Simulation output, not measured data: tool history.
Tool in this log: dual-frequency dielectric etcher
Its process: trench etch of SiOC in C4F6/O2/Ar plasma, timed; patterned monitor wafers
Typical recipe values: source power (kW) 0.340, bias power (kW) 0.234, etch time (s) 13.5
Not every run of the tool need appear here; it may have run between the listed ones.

| run | hour | source power (kW) | bias power (kW) | etch time (s) | read-back reference wafer on the same gauge, depth_nm | mean etch depth across the wafer (angstrom) |
|---|---|---|---|---|---|---|
| 1 | 0.0 | 0.290 | 0.234 | 13.5 | 30.12 | 248.2 |
| 2 | 105.1 | 0.290 | 0.234 | 13.5 | 30.31 | 248.7 |
| 3 | 195.3 | 0.300 | 0.234 | 16.5 | 30.34 | 312.4 |
| 4 | 283.4 | 0.300 | 0.234 | 16.5 | 30.49 | 312.2 |
| 5 | 369.1 | 0.300 | 0.234 | 16.5 | 30.56 | 315.2 |
| 6 | 463.2 | 0.340 | 0.234 | 13.5 | 30.59 | 273.3 |
| 7 | 518.6 | 0.340 | 0.234 | 13.5 | 30.72 | 274.4 |
|  | 554.0 | wet clean of the chamber |
| 8 | 602.2 | 0.340 | 0.276 | 13.5 | 30.71 | 291.9 |
| 9 | 686.1 | 0.340 | 0.276 | 13.5 | 30.74 | 287.4 |
|  | 716.5 | bias power generator calibrated |
| 10 | 725.6 | 0.340 | 0.210 | 13.5 | 30.69 | 269.9 |
| 11 | 819.1 | 0.340 | 0.234 | 13.5 | 30.80 | 275.9 |
| 12 | 911.1 | 0.340 | 0.249 | 15.5 | 30.88 | 324.2 |
| 13 | 1015.8 | 0.400 | 0.234 | 11.5 | 30.86 | 256.7 |
| 14 | 1054.9 | 0.260 | 0.234 | 16.5 | 30.88 | 290.8 |
|  | 1103.6 | wet clean of the chamber |
| 15 | 1124.2 | 0.360 | 0.271 | 15.5 | 30.86 | 342.0 |
|  | 1234.2 | upper electrode replaced |
| 16 | 1391.3 | 0.400 | 0.234 | 11.5 | 30.99 | 257.6 |
|  | 1474.4 | gauge calibrated |
| 17 | 1519.3 | 0.340 | 0.234 | 13.5 | 30.26 | 269.9 |
| 18 | 1570.0 | 0.340 | 0.198 | 13.5 | 30.29 | 261.9 |
|  | 1619.1 | wet clean of the chamber |
| 19 | 1676.3 | 0.340 | 0.192 | 13.5 | 30.43 | 258.3 |
|  | 1724.0 | source power generator calibrated |
| 20 | 1763.3 | 0.290 | 0.234 | 16.5 | 30.54 | 309.4 |
| 21 | 1838.3 | 0.340 | 0.234 | 13.5 | 30.62 | 277.1 |
| 22 | 1885.9 | 0.340 | 0.234 | 13.5 | 30.69 | 279.5 |
| 23 | 1942.5 | 0.340 | 0.255 | 13.5 | 30.74 | 282.7 |
| 24 | 1988.6 | 0.340 | 0.234 | 13.5 | 30.79 | 279.3 |
| 25 | 2087.2 | 0.380 | 0.201 | 13.5 | 30.85 | 281.0 |
|  | 2153.7 | wet clean of the chamber |
| 26 | 2180.1 | 0.380 | 0.234 | 13.5 | 30.91 | 295.1 |
| 27 | 2225.2 | 0.310 | 0.213 | 10.5 | 30.92 | 201.0 |
| 28 | 2318.9 | 0.360 | 0.289 | 15.5 | 30.89 | 347.7 |
| 29 | 2407.8 | 0.340 | 0.249 | 15.5 | 30.91 | 326.3 |

Alternative continuations, all from the tool just after run 29; predict every row:
| A | 2408.2 | 0.340 | 0.268 | 13.5 | ? | ? |
| B | 2408.2 | 0.340 | 0.234 | 15.0 | ? | ? |
| C | 2408.2 | 0.400 | 0.234 | 16.5 | ? | ? |
| D | 2408.2 | 0.300 | 0.217 | 13.5 | ? | ? |
| E | 2408.2 | 0.400 | 0.234 | 13.5 | ? | ? |

| run | read-back reference wafer on the same gauge, depth_nm | mean etch depth across the wafer (angstrom) |
|---|---|---|
| A | 30.99 | 287.0 |
| B | 30.99 | 307.2 |
| C | 30.99 | 367.0 |
| D | 30.99 | 253.4 |
| E | 30.99 | 300.3 |
The same runs, with their run-to-run variation unchanged, on a tool lacking any hidden condition would have given:
| run | mean etch depth across the wafer (angstrom) |
|---|---|
| A | 279.9 |
| B | 299.5 |
| C | 357.9 |
| D | 247.1 |
| E | 292.8 |

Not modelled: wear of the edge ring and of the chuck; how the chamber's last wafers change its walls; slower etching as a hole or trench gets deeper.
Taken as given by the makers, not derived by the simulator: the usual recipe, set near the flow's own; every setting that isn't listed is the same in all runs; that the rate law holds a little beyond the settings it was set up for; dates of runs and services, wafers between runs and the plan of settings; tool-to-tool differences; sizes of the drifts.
